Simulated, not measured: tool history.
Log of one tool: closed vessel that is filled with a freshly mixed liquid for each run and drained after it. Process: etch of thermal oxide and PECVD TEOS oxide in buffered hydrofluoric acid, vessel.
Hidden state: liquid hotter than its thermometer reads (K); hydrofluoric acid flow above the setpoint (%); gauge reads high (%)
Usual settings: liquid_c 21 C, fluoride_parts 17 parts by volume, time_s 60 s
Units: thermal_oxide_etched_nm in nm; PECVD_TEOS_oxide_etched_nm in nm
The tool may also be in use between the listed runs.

| run | hour | liquid_c | fluoride_parts | time_s | wafers since the last listed run | hours since the thermometer was replaced | hours since the hydrofluoric acid flow meter was replaced | hours since the gauge calibration | read-back film thickness of the thermal oxide reference wafer, read on the same gauge (nm) | read-back film thickness of the PECVD TEOS oxide reference wafer, read on the same gauge (nm) | thermal_oxide_etched_nm | PECVD_TEOS_oxide_etched_nm |
|---|---|---|---|---|---|---|---|---|---|---|---|---|
| 1 | 0 | 21 | 17 | 60 | 0 | 134.1 | 1697.3 | 791 | 30 | 110 | 41.05 | 82.31 |
| 2 | 50.7 | 21 | 17 | 60 | 7071 | 184.8 | 1748 | 841.7 | 30.01 | 109.98 | 41.57 | 82.08 |
| 3 | 80.3 | 18 | 13.5 | 70 | 4128 | 214.4 | 1777.6 | 871.3 | 30.02 | 110.01 | 51.01 | 100.26 |
| 4 | 117.6 | 23 | 19.5 | 80 | 5202 | 251.7 | 1814.9 | 908.6 | 30 | 110.01 | 53.74 | 107.42 |
| 5 | 154 | 17 | 23.5 | 60 | 5077 | 288.1 | 1851.3 | 945 | 30.02 | 109.99 | 25.11 | 49.49 |
| 6 | 191.2 | 19 | 11 | 90 | 5188 | 325.3 | 1888.5 | 982.2 | 30.02 | 110.02 | 85.08 | 167.77 |
| 7 | 218.7 | 21 | 19.5 | 60 | 3835 | 352.8 | 1916 | 1009.7 | 30.06 | 110.02 | 36.19 | 71.47 |
|  | 237.9 | thermometer replaced, repeated, since the last time left the tool worse |
| 8 | 287.9 | 21 | 17 | 85 | 9512 | 50 | 1985.2 | 1078.9 | 30.01 | 109.98 | 51.61 | 103.6 |
|  | 379 | hydrofluoric acid flow meter replaced |
| 9 | 395 | 24 | 14.5 | 80 | 14798 | 157.1 | 16 | 1186 | 29.98 | 109.98 | 67.3 | 134.91 |
| 10 | 452.9 | 25 | 21.5 | 60 | 8075 | 215 | 73.9 | 1243.9 | 30 | 110.02 | 37.58 | 73.9 |
|  | 469.6 | gauge calibrated |
| 11 | 495.5 | 21 | 17 | 60 | 5941 | 257.6 | 116.5 | 25.9 | 30.02 | 110 | 37.18 | 73.7 |
| 12 | 558.1 | 26 | 17 | 30 | 8731 | 320.2 | 179.1 | 88.5 | 29.98 | 109.98 | 24.46 | 48.27 |
| 13 | 610.7 | 21 | 12.5 | 40 | 7336 | 372.8 | 231.7 | 141.1 | 30.03 | 110 | 33.14 | 65.78 |
| 14 | 715.2 | 17.5 | 17 | 85 | 14575 | 477.3 | 336.2 | 245.6 | 29.98 | 110.01 | 43.18 | 86.54 |
| 15 | 758.8 | 26 | 14.5 | 45 | 6081 | 520.9 | 379.8 | 289.2 | 30.02 | 110 | 42.92 | 84.93 |
| 16 | 824.1 | 17 | 22 | 40 | 9108 | 586.2 | 445.1 | 354.5 | 30.01 | 110 | 15.97 | 31.23 |
| 17 | 897.7 | 17 | 14 | 50 | 10265 | 659.8 | 518.7 | 428.1 | 30.03 | 110.01 | 30.01 | 59.85 |
| 18 | 967.6 | 22.5 | 23 | 85 | 9749 | 729.7 | 588.6 | 498 | 30.01 | 110 | 44.31 | 86.99 |
| 19 | 993 | 21 | 17 | 75 | 3542 | 755.1 | 614 | 523.4 | 29.98 | 109.98 | 46.75 | 92.88 |
| 20 | 1060.2 | 21 | 17 | 30 | 9373 | 822.3 | 681.2 | 590.6 | 30 | 109.99 | 18.89 | 36.68 |
| 21 | 1116.9 | 26 | 17 | 60 | 7908 | 879 | 737.9 | 647.3 | 29.98 | 110.01 | 49.67 | 97.86 |
| 22 | 1187.9 | 21 | 14 | 95 | 9903 | 950 | 808.9 | 718.3 | 30 | 109.99 | 71.51 | 142.18 |
| 23 | 1350.1 | 21 | 17 | 60 | 22623 | 1112.2 | 971.1 | 880.5 | 30.03 | 110 | 37.69 | 74.25 |
| 24 | 1378.1 | 17 | 13 | 95 | 3905 | 1140.2 | 999.1 | 908.5 | 30.01 | 109.98 | 62.58 | 122 |
| 25 | 1403.4 | 22.5 | 17 | 60 | 3528 | 1165.5 | 1024.4 | 933.8 | 30.01 | 110 | 41.17 | 81.54 |
| 26 | 1432.7 | 21 | 17 | 60 | 4086 | 1194.8 | 1053.7 | 963.1 | 30 | 109.98 | 37.91 | 74.88 |

What the log doesn't show, run by run:
hydrofluoric acid flow above the setpoint (%): 0 in every run
gauge reads high (%): 0 in every run
H1: liquid hotter than its thermometer reads (K)
| run | H1 |
|---|---|
| 1 | 2.21 |
| 2 | 2.23 |
| 3 | 2.24 |
| 4 | 2.26 |
| 5 | 2.27 |
| 6 | 2.28 |
| 7 | 2.3 |
| 8 | 0.215 |
| 9 | 0.258 |
| 10 | 0.281 |
| 11 | 0.298 |
| 12 | 0.323 |
| 13 | 0.344 |
| 14 | 0.386 |
| 15 | 0.404 |
| 16 | 0.43 |
| 17 | 0.459 |
| 18 | 0.487 |
| 19 | 0.498 |
| 20 | 0.525 |
| 21 | 0.547 |
| 22 | 0.576 |
| 23 | 0.641 |
| 24 | 0.652 |
| 25 | 0.662 |
| 26 | 0.674 |

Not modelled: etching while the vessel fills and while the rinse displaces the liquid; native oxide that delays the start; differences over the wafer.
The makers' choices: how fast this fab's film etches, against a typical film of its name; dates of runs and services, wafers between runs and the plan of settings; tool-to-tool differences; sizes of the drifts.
